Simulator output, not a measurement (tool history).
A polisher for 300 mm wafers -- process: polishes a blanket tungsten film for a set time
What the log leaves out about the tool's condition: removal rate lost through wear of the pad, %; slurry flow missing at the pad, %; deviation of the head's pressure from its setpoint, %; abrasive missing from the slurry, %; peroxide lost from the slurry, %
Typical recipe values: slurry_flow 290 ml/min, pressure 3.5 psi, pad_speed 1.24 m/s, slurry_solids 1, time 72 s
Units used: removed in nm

run,hour,slurry_flow,pressure,pad_speed,slurry_solids,time,wafers since the last listed run,wafers polished on this pad,hours since the slurry nozzle was cleaned,hours since the head pressure was calibrated,hours since the slurry blender was calibrated,hours since the slurry got fresh peroxide,"incoming thickness of the incoming film, nm",removed
1,0,220,3.5,1.24,1,72,0,1210,214,36.2,172.7,56.8,1538.4,425.1
2,25.8,220,3.5,1.24,1,72,269,1480,239.8,62,198.5,82.6,1555,427.3
3,40.8,290,3.5,1.24,1,72,156,1637,254.8,77,213.5,97.6,1595.3,438.9
# hour 56: slurry blender recalibrated
# hour 58.5: worn pad replaced by a new one
4,69.3,290,3.5,1.24,1,72,250,112,283.3,105.5,13.3,126.1,1538.3,430.2
5,106.9,290,3.5,1.24,1,72,393,506,320.9,143.1,50.9,163.7,1555.8,419
6,122.9,290,3.5,1.48,1,72,167,673,336.9,159.1,66.9,179.7,1557,493.9
# hour 137.1: slurry tank refilled with fresh slurry and peroxide
7,143.2,290,3.5,1.24,1,72,201,875,357.2,179.4,87.2,6.1,1565.2,413.9
8,165.7,315,3.5,1.4,0.85,72,235,1110,379.7,201.9,109.7,28.6,1568,463.5
9,197.8,290,3.5,1.24,1.25,72,335,1446,411.8,234,141.8,60.7,1561.4,424.4
10,211.5,235,3.5,1.24,0.85,72,143,1589,425.5,247.7,155.5,74.4,1550.2,396
# hour 225.9: slurry blender recalibrated, repeated, since the last time left the tool worse
11,226.4,245,3.5,1.08,1,72,134,1724,440.4,262.6,0.5,89.3,1570.4,393.7
# hour 247.9: worn pad replaced by a new one
12,248.4,290,3.5,1.24,1.1,72,188,5,462.4,284.6,22.5,111.3,1563.6,459.7
13,272.1,290,3.5,1.24,1,93,247,253,486.1,308.3,46.2,135,1524.8,587.2
# hour 305.7: slurry tank refilled with fresh slurry and peroxide
14,306.2,290,3.5,1.24,0.9,72,346,599,520.2,342.4,80.3,0.5,1547.7,448.3
# hour 316.6: slurry nozzle cleaned
15,320.9,255,2.7,1.24,1.25,91,143,742,4.3,357.1,95,15.2,1573.6,500
# hour 327: head pressure recalibrated
16,339.7,340,3.5,1.62,1.1,82,175,918,23.1,12.7,113.8,34,1552.9,674.2
17,351.8,235,3.5,1.24,1,72,126,1044,35.2,24.8,125.9,46.1,1567.5,439.9
18,368.3,290,4.7,1.12,1,72,172,1217,51.7,41.3,142.4,62.6,1562.1,511.9
19,398.5,290,2.7,1.24,1,72,315,1533,81.9,71.5,172.6,92.8,1558.1,374.6
# hour 418.2: worn pad replaced by a new one
20,427.9,290,3.5,1.1,1,72,265,101,111.3,100.9,202,122.2,1567.8,397.2
21,460.7,290,3.5,1.36,1,72,342,444,144.1,133.7,234.8,155,1569.1,473
# hour 481.9: slurry tank refilled with fresh slurry and peroxide
# hour 482: slurry blender recalibrated
22,482.4,290,2.9,0.82,1,89,215,659,165.8,155.4,0.4,0.5,1538.6,343.5
23,511.1,225,3.5,1.24,1,72,300,959,194.5,184.1,29.1,29.2,1561.2,442.4
24,542.2,290,3.5,1.24,1,72,325,1284,225.6,215.2,60.2,60.3,1568.1,454.5
# hour 573.3: worn pad replaced by a new one
25,573.8,290,3.5,1.24,1,72,288,5,257.2,246.8,91.8,91.9,1573.2,449.3

Had the tool no unlogged condition, and each run kept its random variation, what would the results have been?
run,removed
1,434.3
2,439.5
3,453.5
4,465.4
5,454.3
6,536.4
7,450.8
8,506.3
9,468.5
10,437.5
11,394.4
12,460.7
13,589.1
14,451.1
15,504
16,681.4
17,445.5
18,520
19,383.1
20,409.4
21,492.8
22,344.5
23,443.8
24,456.8
25,453.1
